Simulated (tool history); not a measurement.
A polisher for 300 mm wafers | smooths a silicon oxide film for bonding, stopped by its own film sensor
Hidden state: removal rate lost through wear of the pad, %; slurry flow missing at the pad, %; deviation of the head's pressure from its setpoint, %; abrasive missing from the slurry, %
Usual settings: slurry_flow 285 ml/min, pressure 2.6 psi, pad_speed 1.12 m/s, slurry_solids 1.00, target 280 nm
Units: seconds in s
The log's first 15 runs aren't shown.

run	hour	slurry_flow	pressure	pad_speed	slurry_solids	target	wafers since the last listed run	wafers polished on this pad	hours since the slurry nozzle was cleaned	hours since the head pressure was calibrated	hours since the slurry blender was calibrated	incoming thickness of the incoming film, nm	seconds
16	761.1	255	2.6	1.12	1.00	280	183	697	371.3	329.3	113.1	350.1	75.4
# hour 782.5: slurry nozzle cleaned
17	876.2	340	2.6	1.32	0.85	301	786	1483	93.7	444.4	228.2	345.4	45.0
18	906.9	285	3.2	1.12	1.00	280	211	1695	124.4	475.1	258.9	354.2	65.4
19	958.0	285	3.3	1.34	1.00	280	352	2047	175.5	526.2	310.0	351.2	54.2
# hour 1009.0: worn pad replaced by a new one
20	1009.5	200	2.3	1.12	1.00	280	327	3	227.0	577.7	361.5	345.3	87.0
# hour 1039.6: slurry blender recalibrated
21	1066.8	285	2.6	1.28	0.85	266	381	384	284.3	635.0	27.2	356.1	89.7
22	1093.1	285	2.6	1.12	1.00	280	181	565	310.6	661.3	53.5	351.5	72.8
# hour 1114.2: head pressure recalibrated
23	1122.1	285	2.6	1.12	0.80	280	186	751	339.6	7.9	82.5	350.6	82.6
# hour 1142.8: slurry nozzle cleaned
24	1192.6	285	3.3	1.12	1.00	280	479	1230	49.8	78.4	153.0	348.9	56.0
25	1219.9	235	2.6	0.80	1.00	265	188	1419	77.1	105.7	180.3	355.9	124.6
26	1281.4	325	1.9	1.12	1.15	280	423	1842	138.6	167.2	241.8	354.5	101.3
# hour 1315.7: worn pad replaced by a new one
27	1327.8	285	2.6	1.12	1.00	266	292	83	185.0	213.6	288.2	355.3	95.2
28	1392.6	285	2.6	1.12	0.70	280	446	530	249.8	278.4	353.0	345.2	89.7
29	1420.7	285	2.6	1.12	1.00	265	193	723	277.9	306.5	381.1	350.6	98.1

The next listed run, before its measurement:
30	1446.9	285	2.6	1.50	1.15	301	180	904	304.1	332.7	407.3	349.4	?

Run 30 gave seconds 41.3 s.
Without the tool's hidden state the same run would have given seconds 35.5 s.
